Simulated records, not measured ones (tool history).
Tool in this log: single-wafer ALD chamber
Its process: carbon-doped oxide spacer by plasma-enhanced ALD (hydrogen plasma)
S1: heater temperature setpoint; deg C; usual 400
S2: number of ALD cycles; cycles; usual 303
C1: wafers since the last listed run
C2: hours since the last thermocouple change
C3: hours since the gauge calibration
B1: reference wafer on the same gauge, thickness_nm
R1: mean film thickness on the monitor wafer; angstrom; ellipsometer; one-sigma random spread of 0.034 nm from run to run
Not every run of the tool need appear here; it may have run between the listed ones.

{"run": 1, "hour": 0.0, "S1": 400, "S2": 335, "C1": 0, "C2": 2709.0, "C3": 91.8, "B1": 10.998, "R1": 149.11}
{"run": 2, "hour": 8.4, "S1": 400, "S2": 335, "C1": 7, "C2": 2717.4, "C3": 100.2, "B1": 10.993, "R1": 148.44}
{"run": 3, "hour": 19.8, "S1": 400, "S2": 335, "C1": 10, "C2": 2728.8, "C3": 111.6, "B1": 11.007, "R1": 149.09}
{"run": 4, "hour": 31.9, "S1": 391, "S2": 263, "C1": 11, "C2": 2740.9, "C3": 123.7, "B1": 11.004, "R1": 117.12}
{"run": 5, "hour": 46.4, "S1": 400, "S2": 303, "C1": 13, "C2": 2755.4, "C3": 138.2, "B1": 10.997, "R1": 134.68}
{"run": 6, "hour": 62.3, "S1": 400, "S2": 303, "C1": 14, "C2": 2771.3, "C3": 154.1, "B1": 10.997, "R1": 134.64}
{"run": 7, "hour": 76.8, "S1": 400, "S2": 303, "C1": 13, "C2": 2785.8, "C3": 168.6, "B1": 10.998, "R1": 134.94}
{"run": 8, "hour": 83.1, "S1": 400, "S2": 274, "C1": 5, "C2": 2792.1, "C3": 174.9, "B1": 11.003, "R1": 121.51}
{"run": 9, "hour": 98.8, "S1": 400, "S2": 274, "C1": 14, "C2": 2807.8, "C3": 190.6, "B1": 10.991, "R1": 121.62}
{"run": 10, "hour": 108.7, "S1": 400, "S2": 303, "C1": 9, "C2": 2817.7, "C3": 200.5, "B1": 10.997, "R1": 135.13}
{"run": 11, "hour": 125.1, "S1": 400, "S2": 303, "C1": 15, "C2": 2834.1, "C3": 216.9, "B1": 11.006, "R1": 134.35}
{"run": 12, "hour": 132.0, "S1": 400, "S2": 303, "C1": 6, "C2": 2841.0, "C3": 223.8, "B1": 11.005, "R1": 134.66}
{"run": 13, "hour": 145.0, "S1": 400, "S2": 303, "C1": 12, "C2": 2854.0, "C3": 236.8, "B1": 11.01, "R1": 134.95}
{"run": 14, "hour": 151.5, "S1": 400, "S2": 303, "C1": 6, "C2": 2860.5, "C3": 243.3, "B1": 10.995, "R1": 134.97}
{"run": 15, "hour": 164.3, "S1": 400, "S2": 303, "C1": 11, "C2": 2873.3, "C3": 256.1, "B1": 10.999, "R1": 134.58}
{"run": 16, "hour": 181.1, "S1": 400, "S2": 271, "C1": 15, "C2": 2890.1, "C3": 272.9, "B1": 10.998, "R1": 120.2}
{"run": 17, "hour": 193.3, "S1": 400, "S2": 271, "C1": 11, "C2": 2902.3, "C3": 285.1, "B1": 11.004, "R1": 120.55}
{"hour": 216.6, "done": "thermocouple changed; heater temperature recalibrated"}
{"run": 18, "hour": 217.1, "S1": 400, "S2": 271, "C1": 14, "C2": 0.5, "C3": 308.9, "B1": 10.998, "R1": 120.42}
{"run": 19, "hour": 224.7, "S1": 408, "S2": 274, "C1": 7, "C2": 8.1, "C3": 316.5, "B1": 11.003, "R1": 119.47}
{"run": 20, "hour": 231.0, "S1": 400, "S2": 303, "C1": 5, "C2": 14.4, "C3": 322.8, "B1": 11.004, "R1": 134.42}
{"run": 21, "hour": 240.9, "S1": 400, "S2": 303, "C1": 9, "C2": 24.3, "C3": 332.7, "B1": 11.003, "R1": 134.87}
{"run": 22, "hour": 257.7, "S1": 390, "S2": 303, "C1": 15, "C2": 41.1, "C3": 349.5, "B1": 11.001, "R1": 134.97}
{"run": 23, "hour": 264.7, "S1": 405, "S2": 303, "C1": 6, "C2": 48.1, "C3": 356.5, "B1": 10.991, "R1": 133.58}
{"run": 24, "hour": 277.1, "S1": 388, "S2": 344, "C1": 11, "C2": 60.5, "C3": 368.9, "B1": 10.99, "R1": 152.67}
{"run": 25, "hour": 290.4, "S1": 389, "S2": 359, "C1": 12, "C2": 73.8, "C3": 382.2, "B1": 11.005, "R1": 159.87}
{"run": 26, "hour": 296.6, "S1": 414, "S2": 359, "C1": 5, "C2": 80.0, "C3": 388.4, "B1": 11.001, "R1": 154.0}
{"run": 27, "hour": 309.7, "S1": 406, "S2": 303, "C1": 12, "C2": 93.1, "C3": 401.5, "B1": 11.004, "R1": 132.89}
{"hour": 314.2, "done": "gauge calibrated"}
{"run": 28, "hour": 318.7, "S1": 400, "S2": 303, "C1": 8, "C2": 102.1, "C3": 4.5, "B1": 10.994, "R1": 134.98}
{"run": 29, "hour": 327.1, "S1": 400, "S2": 270, "C1": 7, "C2": 110.5, "C3": 12.9, "B1": 11.006, "R1": 120.28}
{"run": 30, "hour": 342.5, "S1": 390, "S2": 303, "C1": 14, "C2": 125.9, "C3": 28.3, "B1": 10.994, "R1": 134.92}
{"run": 31, "hour": 350.8, "S1": 412, "S2": 355, "C1": 7, "C2": 134.2, "C3": 36.6, "B1": 10.988, "R1": 152.79}
{"run": 32, "hour": 367.4, "S1": 393, "S2": 356, "C1": 15, "C2": 150.8, "C3": 53.2, "B1": 11.004, "R1": 157.71}
{"run": 33, "hour": 373.4, "S1": 400, "S2": 303, "C1": 5, "C2": 156.8, "C3": 59.2, "B1": 10.985, "R1": 134.61}
{"run": 34, "hour": 387.3, "S1": 386, "S2": 279, "C1": 12, "C2": 170.7, "C3": 73.1, "B1": 10.996, "R1": 123.74}
{"run": 35, "hour": 404.7, "S1": 385, "S2": 303, "C1": 16, "C2": 188.1, "C3": 90.5, "B1": 10.997, "R1": 135.12}
{"run": 36, "hour": 416.6, "S1": 393, "S2": 277, "C1": 10, "C2": 200.0, "C3": 102.4, "B1": 11.002, "R1": 123.2}
{"run": 37, "hour": 434.0, "S1": 404, "S2": 251, "C1": 16, "C2": 217.4, "C3": 119.8, "B1": 11.012, "R1": 110.4}
{"run": 38, "hour": 445.2, "S1": 400, "S2": 277, "C1": 10, "C2": 228.6, "C3": 131.0, "B1": 10.991, "R1": 122.65}
{"run": 39, "hour": 454.8, "S1": 400, "S2": 341, "C1": 8, "C2": 238.2, "C3": 140.6, "B1": 10.99, "R1": 151.54}
{"run": 40, "hour": 466.3, "S1": 400, "S2": 303, "C1": 10, "C2": 249.7, "C3": 152.1, "B1": 10.999, "R1": 135.12}

Predict each of these 5 candidate next runs independently; none follows another, all start after run 40:
{"run": "A", "hour": 467.2, "S1": 400, "S2": 303, "C1": 0, "C2": 250.6, "C3": 153.0, "B1": "?", "R1": "?"}
{"run": "B", "hour": 467.2, "S1": 414, "S2": 336, "C1": 0, "C2": 250.6, "C3": 153.0, "B1": "?", "R1": "?"}
{"run": "C", "hour": 467.2, "S1": 394, "S2": 336, "C1": 0, "C2": 250.6, "C3": 153.0, "B1": "?", "R1": "?"}
{"run": "D", "hour": 467.2, "S1": 396, "S2": 303, "C1": 0, "C2": 250.6, "C3": 153.0, "B1": "?", "R1": "?"}
{"run": "E", "hour": 467.2, "S1": 396, "S2": 282, "C1": 0, "C2": 250.6, "C3": 153.0, "B1": "?", "R1": "?"}

run=A B1=10.988 R1=134.59
run=B B1=10.988 R1=143.74
run=C B1=10.988 R1=149.25
run=D B1=10.988 R1=134.59
run=E B1=10.988 R1=125.27
Stripped of hidden state, with their random variation kept, the same runs would have yielded:
run=A R1=134.59
run=B R1=143.74
run=C R1=149.25
run=D R1=134.59
run=E R1=125.27
